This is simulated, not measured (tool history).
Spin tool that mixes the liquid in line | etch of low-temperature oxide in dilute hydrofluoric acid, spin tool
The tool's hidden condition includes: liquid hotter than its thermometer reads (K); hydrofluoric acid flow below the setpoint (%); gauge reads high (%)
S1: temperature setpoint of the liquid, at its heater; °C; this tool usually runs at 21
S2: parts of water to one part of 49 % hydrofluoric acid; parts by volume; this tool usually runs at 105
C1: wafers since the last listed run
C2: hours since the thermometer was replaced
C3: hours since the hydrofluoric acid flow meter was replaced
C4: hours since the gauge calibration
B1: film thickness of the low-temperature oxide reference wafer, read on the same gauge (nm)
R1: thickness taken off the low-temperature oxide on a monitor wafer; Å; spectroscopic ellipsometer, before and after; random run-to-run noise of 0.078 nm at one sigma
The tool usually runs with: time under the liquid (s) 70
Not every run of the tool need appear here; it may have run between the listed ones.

{"run": 1, "hour": 0.0, "S1": 21, "S2": 105, "time under the liquid (s)": 70, "C1": 0, "C2": 959.1, "C3": 1861.7, "C4": 122.4, "B1": 80.04, "R1": 127.6}
{"run": 2, "hour": 31.8, "S1": 21, "S2": 105, "time under the liquid (s)": 70, "C1": 477, "C2": 990.9, "C3": 1893.5, "C4": 154.2, "B1": 80, "R1": 129.2}
{"run": 3, "hour": 62.6, "S1": 21, "S2": 105, "time under the liquid (s)": 70, "C1": 462, "C2": 1021.7, "C3": 1924.3, "C4": 185, "B1": 79.96, "R1": 130.3}
{"run": 4, "hour": 89.6, "S1": 21, "S2": 105, "time under the liquid (s)": 70, "C1": 405, "C2": 1048.7, "C3": 1951.3, "C4": 212, "B1": 79.98, "R1": 129.7}
{"run": 5, "hour": 113.2, "S1": 21, "S2": 105, "time under the liquid (s)": 70, "C1": 354, "C2": 1072.3, "C3": 1974.9, "C4": 235.6, "B1": 79.97, "R1": 129.6}
{"run": 6, "hour": 131.3, "S1": 18.5, "S2": 105, "time under the liquid (s)": 100, "C1": 271, "C2": 1090.4, "C3": 1993, "C4": 253.7, "B1": 80.03, "R1": 165.2}
{"run": 7, "hour": 155.2, "S1": 18.5, "S2": 105, "time under the liquid (s)": 100, "C1": 359, "C2": 1114.3, "C3": 2016.9, "C4": 277.6, "B1": 79.99, "R1": 166.7}
{"run": 8, "hour": 188.8, "S1": 18.5, "S2": 105, "time under the liquid (s)": 100, "C1": 504, "C2": 1147.9, "C3": 2050.5, "C4": 311.2, "B1": 80.04, "R1": 167.1}
{"hour": 197.1, "done": "hydrofluoric acid flow meter replaced"}
{"hour": 209.9, "done": "gauge calibrated"}
{"run": 9, "hour": 217.1, "S1": 21, "S2": 105, "time under the liquid (s)": 70, "C1": 410, "C2": 1176.2, "C3": 20, "C4": 7.2, "B1": 79.98, "R1": 129}
{"run": 10, "hour": 230.8, "S1": 21, "S2": 105, "time under the liquid (s)": 70, "C1": 205, "C2": 1189.9, "C3": 33.7, "C4": 20.9, "B1": 80, "R1": 128.1}
{"run": 11, "hour": 253.9, "S1": 21, "S2": 105, "time under the liquid (s)": 70, "C1": 347, "C2": 1213, "C3": 56.8, "C4": 44, "B1": 80.06, "R1": 130.6}
{"run": 12, "hour": 280.7, "S1": 24.5, "S2": 105, "time under the liquid (s)": 35, "C1": 402, "C2": 1239.8, "C3": 83.6, "C4": 70.8, "B1": 80.02, "R1": 73.7}
{"run": 13, "hour": 299.2, "S1": 19, "S2": 130, "time under the liquid (s)": 105, "C1": 278, "C2": 1258.3, "C3": 102.1, "C4": 89.3, "B1": 79.98, "R1": 140.9}
{"run": 14, "hour": 321.8, "S1": 17, "S2": 105, "time under the liquid (s)": 50, "C1": 339, "C2": 1280.9, "C3": 124.7, "C4": 111.9, "B1": 80.01, "R1": 78.9}
{"run": 15, "hour": 357.0, "S1": 21, "S2": 105, "time under the liquid (s)": 70, "C1": 528, "C2": 1316.1, "C3": 159.9, "C4": 147.1, "B1": 79.99, "R1": 129.5}
{"hour": 379.2, "done": "thermometer replaced"}
{"run": 16, "hour": 390.0, "S1": 21, "S2": 120, "time under the liquid (s)": 55, "C1": 480, "C2": 10.8, "C3": 192.9, "C4": 180.1, "B1": 80.04, "R1": 87}
{"run": 17, "hour": 422.1, "S1": 21, "S2": 105, "time under the liquid (s)": 55, "C1": 482, "C2": 42.9, "C3": 225, "C4": 212.2, "B1": 80.06, "R1": 101.6}
{"run": 18, "hour": 444.4, "S1": 18.5, "S2": 105, "time under the liquid (s)": 70, "C1": 335, "C2": 65.2, "C3": 247.3, "C4": 234.5, "B1": 79.98, "R1": 116.5}
{"run": 19, "hour": 466.0, "S1": 21, "S2": 105, "time under the liquid (s)": 70, "C1": 324, "C2": 86.8, "C3": 268.9, "C4": 256.1, "B1": 80.02, "R1": 129.3}
{"run": 20, "hour": 496.9, "S1": 18.5, "S2": 105, "time under the liquid (s)": 70, "C1": 464, "C2": 117.7, "C3": 299.8, "C4": 287, "B1": 80.01, "R1": 116.6}
{"run": 21, "hour": 530.0, "S1": 21, "S2": 55, "time under the liquid (s)": 50, "C1": 497, "C2": 150.8, "C3": 332.9, "C4": 320.1, "B1": 79.99, "R1": 185.6}

Take each entry between the runs: how does the hidden state at the last listed run before it differ from the hidden state at the first listed run after it?
In the gap between runs 8 and 9: hydrofluoric acid flow meter replaced (hour 197.1); gauge calibrated (hour 209.9)
  nothing in the hidden state changes from one run to the other
In the gap between runs 15 and 16: thermometer replaced (hour 379.2)
  nothing in the hidden state changes from one run to the other
